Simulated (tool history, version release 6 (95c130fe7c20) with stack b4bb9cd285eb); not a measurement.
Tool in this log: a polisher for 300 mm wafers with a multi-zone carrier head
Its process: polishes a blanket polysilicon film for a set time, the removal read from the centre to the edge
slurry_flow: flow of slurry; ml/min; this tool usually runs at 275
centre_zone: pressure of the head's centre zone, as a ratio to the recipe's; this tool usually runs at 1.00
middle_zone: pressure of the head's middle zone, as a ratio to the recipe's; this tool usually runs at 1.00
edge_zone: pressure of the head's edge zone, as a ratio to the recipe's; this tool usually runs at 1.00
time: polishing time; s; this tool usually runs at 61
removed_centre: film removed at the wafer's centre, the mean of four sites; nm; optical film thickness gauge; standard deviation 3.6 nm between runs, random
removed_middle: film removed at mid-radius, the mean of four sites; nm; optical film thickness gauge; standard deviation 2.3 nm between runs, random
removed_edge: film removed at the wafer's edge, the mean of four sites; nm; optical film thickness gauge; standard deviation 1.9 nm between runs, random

| run | day | slurry_flow | centre_zone | middle_zone | edge_zone | time | incoming thickness of the incoming film, nm | removed_centre | removed_middle | removed_edge |
|---|---|---|---|---|---|---|---|---|---|---|
| 1 | 0.000 | 275 | 1.00 | 1.00 | 1.00 | 61 | 1848.5 | 303.1 | 309.9 | 303.8 |
| 2 | 4.496 | 275 | 1.00 | 1.00 | 1.00 | 61 | 1810.2 | 291.9 | 302.1 | 300.1 |
| 3 | 6.000 | 275 | 1.00 | 1.00 | 1.05 | 61 | 1824.7 | 288.2 | 295.5 | 303.6 |
| 4 | 8.608 | 275 | 1.00 | 1.00 | 1.00 | 61 | 1829.2 | 267.6 | 281.2 | 284.8 |
|  | 9.062 | slurry nozzle cleaned |
| 5 | 10.462 | 275 | 1.00 | 1.00 | 1.00 | 61 | 1801.5 | 304.1 | 317.1 | 308.5 |
|  | 10.662 | worn pad replaced by a new one |
| 6 | 13.458 | 275 | 1.00 | 1.00 | 1.00 | 61 | 1832.5 | 312.5 | 314.0 | 308.8 |
|  | 15.358 | carrier head's membrane replaced by a new one |
| 7 | 15.683 | 275 | 1.00 | 1.00 | 1.00 | 61 | 1834.9 | 302.5 | 308.8 | 303.8 |
| 8 | 19.562 | 275 | 1.00 | 1.00 | 1.00 | 61 | 1834.2 | 292.9 | 299.0 | 298.2 |
|  | 20.004 | slurry nozzle cleaned |
|  | 21.492 | worn pad replaced by a new one, of another model than before |
| 9 | 23.708 | 275 | 1.00 | 1.00 | 1.00 | 61 | 1848.0 | 309.5 | 311.2 | 302.6 |
| 10 | 26.875 | 275 | 1.00 | 1.00 | 1.00 | 61 | 1833.4 | 301.2 | 305.3 | 306.4 |
| 11 | 28.938 | 275 | 1.00 | 1.00 | 1.00 | 61 | 1826.8 | 293.3 | 297.8 | 297.3 |
| 12 | 31.638 | 275 | 1.00 | 1.11 | 1.09 | 61 | 1842.4 | 261.9 | 303.3 | 292.6 |
|  | 31.946 | slurry nozzle cleaned |
| 13 | 33.600 | 275 | 1.00 | 1.00 | 1.00 | 61 | 1826.9 | 311.2 | 316.4 | 312.1 |
|  | 35.417 | worn pad replaced by a new one |
| 14 | 35.438 | 350 | 1.00 | 1.10 | 0.91 | 50 | 1854.9 | 262.5 | 288.1 | 247.8 |
|  | 36.304 | carrier head's membrane replaced by a new one |
| 15 | 37.792 | 370 | 1.00 | 1.00 | 1.10 | 70 | 1842.3 | 364.1 | 369.9 | 382.6 |
|  | 39.638 | centre zone pressure recalibrated |
| 16 | 41.838 | 275 | 1.00 | 1.11 | 1.09 | 61 | 1833.1 | 286.9 | 322.4 | 306.3 |
|  | 43.908 | edge zone pressure recalibrated |
|  | 44.604 | slurry nozzle cleaned |
| 17 | 44.758 | 275 | 1.00 | 1.00 | 1.00 | 61 | 1799.9 | 310.5 | 311.8 | 309.2 |
| 18 | 48.683 | 275 | 1.00 | 1.04 | 1.00 | 61 | 1819.2 | 306.0 | 320.5 | 305.4 |
|  | 48.942 | worn pad replaced by a new one |
| 19 | 50.333 | 305 | 1.00 | 1.00 | 0.93 | 47 | 1832.5 | 235.8 | 243.7 | 230.3 |
| 20 | 52.625 | 275 | 1.00 | 1.00 | 0.91 | 68 | 1824.1 | 326.0 | 336.8 | 318.6 |
| 21 | 56.896 | 275 | 1.00 | 1.00 | 0.90 | 61 | 1835.4 | 242.8 | 256.8 | 256.6 |

Consider 5 possible next runs. They are alternatives, not a sequence: every one starts from the tool as it was left by run 21. What does each give?
| A | 56.912 | 275 | 1.00 | 1.06 | 1.00 | 61 | 1829.1 | ? | ? | ? |
| B | 56.912 | 275 | 0.95 | 1.00 | 1.07 | 61 | 1829.1 | ? | ? | ? |
| C | 56.912 | 275 | 0.94 | 0.95 | 0.94 | 80 | 1829.1 | ? | ? | ? |
| D | 56.912 | 305 | 1.00 | 1.04 | 0.90 | 75 | 1829.1 | ? | ? | ? |
| E | 56.912 | 275 | 1.05 | 1.00 | 1.00 | 80 | 1829.1 | ? | ? | ? |

| run | removed_centre | removed_middle | removed_edge |
|---|---|---|---|
| A | 246.7 | 268.0 | 264.4 |
| B | 237.4 | 255.1 | 273.6 |
| C | 308.9 | 320.5 | 337.2 |
| D | 319.0 | 338.6 | 318.6 |
| E | 335.5 | 334.4 | 347.1 |
Had the tool no hidden state, the same runs would have come out as:
| run | removed_centre | removed_middle | removed_edge |
|---|---|---|---|
| A | 315.7 | 332.7 | 308.3 |
| B | 303.8 | 316.7 | 319.0 |
| C | 395.2 | 397.9 | 393.2 |
| D | 394.4 | 408.5 | 364.9 |
| E | 429.2 | 415.3 | 404.7 |
